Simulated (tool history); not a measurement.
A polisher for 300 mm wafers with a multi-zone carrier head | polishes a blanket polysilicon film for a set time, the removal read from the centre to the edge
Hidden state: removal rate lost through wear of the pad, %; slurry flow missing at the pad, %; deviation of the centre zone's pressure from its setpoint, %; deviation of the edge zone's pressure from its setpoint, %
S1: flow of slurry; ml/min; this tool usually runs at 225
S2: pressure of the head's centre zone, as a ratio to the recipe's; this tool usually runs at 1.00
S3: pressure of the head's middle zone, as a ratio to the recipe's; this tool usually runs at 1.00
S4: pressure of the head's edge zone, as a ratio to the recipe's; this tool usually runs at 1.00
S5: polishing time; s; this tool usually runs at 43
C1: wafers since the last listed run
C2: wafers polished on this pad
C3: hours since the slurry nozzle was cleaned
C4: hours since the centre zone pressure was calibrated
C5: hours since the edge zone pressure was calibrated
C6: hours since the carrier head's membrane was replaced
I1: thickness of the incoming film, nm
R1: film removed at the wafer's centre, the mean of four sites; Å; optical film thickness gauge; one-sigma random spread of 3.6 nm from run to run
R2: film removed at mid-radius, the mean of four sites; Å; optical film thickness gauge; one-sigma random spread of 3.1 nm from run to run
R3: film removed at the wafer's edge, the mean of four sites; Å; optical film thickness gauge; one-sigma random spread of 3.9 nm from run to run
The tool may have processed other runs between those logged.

run,hour,S1,S2,S3,S4,S5,C1,C2,C3,C4,C5,C6,I1,R1,R2,R3
1,0.0,225,1.00,1.00,1.00,43,0,1122,459.2,495.5,68.1,121.6,2246.8,2445,2577,2464
# hour 69.9: slurry nozzle cleaned
2,96.0,225,1.00,1.09,1.00,43,1206,2328,26.1,591.5,164.1,217.6,2243.0,2667,2974,2717
3,139.9,225,1.00,1.09,1.00,43,557,2885,70.0,635.4,208.0,261.5,2247.9,2732,2961,2676
# hour 165.5: worn pad replaced by a new one
4,193.8,225,1.00,1.09,1.00,43,633,358,123.9,689.3,261.9,315.4,2287.5,2705,2895,2661
5,287.5,225,1.00,1.00,1.00,49,1189,1548,217.6,783.0,355.6,409.1,2248.8,2950,3070,3000
6,345.0,225,1.00,1.00,1.00,49,730,2278,275.1,840.5,413.1,466.6,2273.9,2906,3038,2942
7,389.3,285,1.00,1.00,1.00,43,562,2840,319.4,884.8,457.4,510.9,2249.3,2686,2813,2716
# hour 443.6: worn pad replaced by a new one
8,454.5,285,1.00,1.00,1.00,43,776,137,384.6,950.0,522.6,576.1,2212.9,2625,2704,2584
9,552.7,225,0.90,1.00,1.00,43,1246,1384,482.8,1048.2,620.8,674.3,2211.1,2262,2590,2554
# hour 586.0: slurry nozzle cleaned
# hour 590.9: centre zone pressure recalibrated
10,643.6,225,1.00,1.00,1.00,43,1115,2500,57.6,52.7,711.7,765.2,2263.9,2666,2716,2665
# hour 682.8: carrier head's membrane replaced by a new one
11,715.5,145,0.97,1.00,1.00,55,849,3349,129.5,124.6,783.6,32.7,2215.4,2964,3215,3262
# hour 738.0: worn pad replaced by a new one
12,811.8,195,1.05,1.00,1.08,30,1171,936,225.8,220.9,879.9,129.0,2199.8,1864,1837,1837
13,867.8,225,1.00,1.04,1.00,48,710,1647,281.8,276.9,935.9,185.0,2263.6,2867,3059,2969
# hour 905.7: edge zone pressure recalibrated
14,962.5,170,1.00,1.00,1.00,43,1176,2824,376.5,371.6,56.8,279.7,2262.2,2379,2492,2474
# hour 1025.6: slurry nozzle cleaned
15,1038.7,225,1.00,1.00,1.00,43,954,3779,13.1,447.8,133.0,355.9,2230.1,2711,2720,2694
# hour 1059.5: worn pad replaced by a new one
16,1106.8,225,1.00,1.00,1.00,43,813,600,81.2,515.9,201.1,424.0,2243.5,2701,2765,2621
17,1187.7,225,1.00,1.04,1.00,43,1027,1627,162.1,596.8,282.0,504.9,2251.7,2696,2821,2630
18,1256.5,225,1.00,0.94,1.00,43,873,2500,230.9,665.6,350.8,573.7,2212.8,2571,2551,2677
# hour 1334.3: worn pad replaced by a new one
19,1340.8,225,1.00,0.95,1.00,43,1019,83,315.2,749.9,435.1,658.0,2233.9,2565,2547,2544
20,1394.0,255,1.00,0.91,1.00,43,675,758,368.4,803.1,488.3,711.2,2204.3,2628,2541,2613
# hour 1453.8: carrier head's membrane replaced by a new one
21,1466.0,205,1.10,1.00,1.00,43,850,1609,440.4,875.1,560.3,12.2,2217.5,2692,2533,2557

Here are 5 independent what-if runs from the current tool condition. What would each one return?
A,1466.4,225,1.00,1.00,1.00,43,5,1614,440.8,875.5,560.7,12.6,2259.8,?,?,?
B,1466.4,225,1.06,1.00,1.00,43,5,1614,440.8,875.5,560.7,12.6,2259.8,?,?,?
C,1466.4,225,1.00,1.00,1.00,39,5,1614,440.8,875.5,560.7,12.6,2259.8,?,?,?
D,1466.4,225,1.00,1.00,0.93,37,5,1614,440.8,875.5,560.7,12.6,2259.8,?,?,?
E,1466.4,265,0.89,1.04,1.07,43,5,1614,440.8,875.5,560.7,12.6,2259.8,?,?,?

run,R1,R2,R3
A,2510,2612,2537
B,2661,2612,2537
C,2276,2369,2301
D,2160,2248,2109
E,2310,2786,2680
Without the tool's hidden state the same runs would have given:
run,R1,R2,R3
A,2715,2803,2672
B,2879,2802,2672
C,2462,2542,2423
D,2336,2412,2221
E,2469,2958,2803
